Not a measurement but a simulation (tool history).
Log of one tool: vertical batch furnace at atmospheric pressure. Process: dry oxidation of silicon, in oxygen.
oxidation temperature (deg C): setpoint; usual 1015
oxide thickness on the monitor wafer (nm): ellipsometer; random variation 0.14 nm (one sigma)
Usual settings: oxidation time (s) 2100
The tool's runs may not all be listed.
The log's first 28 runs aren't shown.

run,hour,oxidation temperature (deg C),oxidation time (s),wafers since the last listed run,hours since the last temperature calibration,hours since the boat lift was adjusted,hours since the gauge calibration,"read-back reference wafer on the same gauge, thickness",oxide thickness on the monitor wafer (nm)
29,2494.2,1009,1140,1767,1698.6,3257.8,432.5,51.89,30.52
30,2571.3,1003,1320,1601,1775.7,3334.9,509.6,51.97,31.80
# hour 2878.2: boat lift adjusted
31,2891.5,1034,2100,6152,2095.9,13.3,829.8,51.87,53.18
32,2977.8,1035,2100,1792,2182.2,99.6,916.1,51.92,53.44
33,3281.5,1033,1350,6308,2485.9,403.3,1219.8,51.85,40.17
34,3371.3,1015,1740,1865,2575.7,493.1,1309.6,51.90,41.70
35,3450.8,1037,1560,1651,2655.2,572.6,1389.1,51.86,44.88
36,3533.1,1028,1590,1709,2737.5,654.9,1471.4,51.86,42.93
# hour 3588.6: thermocouples replaced and temperature profile calibrated
37,3602.4,998,2700,940,13.8,724.2,1540.7,51.88,48.09
38,3679.2,1015,2100,1595,90.6,801.0,1617.5,51.86,46.53
39,3757.4,1000,1440,1624,168.8,879.2,1695.7,51.96,32.45

4 ways to go on from here, each from the tool as it stands after run 39. What would each give?
A,3761.5,1015,1530,85,172.9,883.3,1699.8,?,?
B,3761.5,994,1590,85,172.9,883.3,1699.8,?,?
C,3761.5,1015,1830,85,172.9,883.3,1699.8,?,?
D,3761.5,1005,1140,85,172.9,883.3,1699.8,?,?

run,"read-back reference wafer on the same gauge, thickness",oxide thickness on the monitor wafer (nm)
A,51.85,37.91
B,51.85,32.96
C,51.85,42.47
D,51.85,29.11
Without the tool's hidden state the same runs would have given:
run,oxide thickness on the monitor wafer (nm)
A,37.80
B,32.87
C,42.35
D,29.02

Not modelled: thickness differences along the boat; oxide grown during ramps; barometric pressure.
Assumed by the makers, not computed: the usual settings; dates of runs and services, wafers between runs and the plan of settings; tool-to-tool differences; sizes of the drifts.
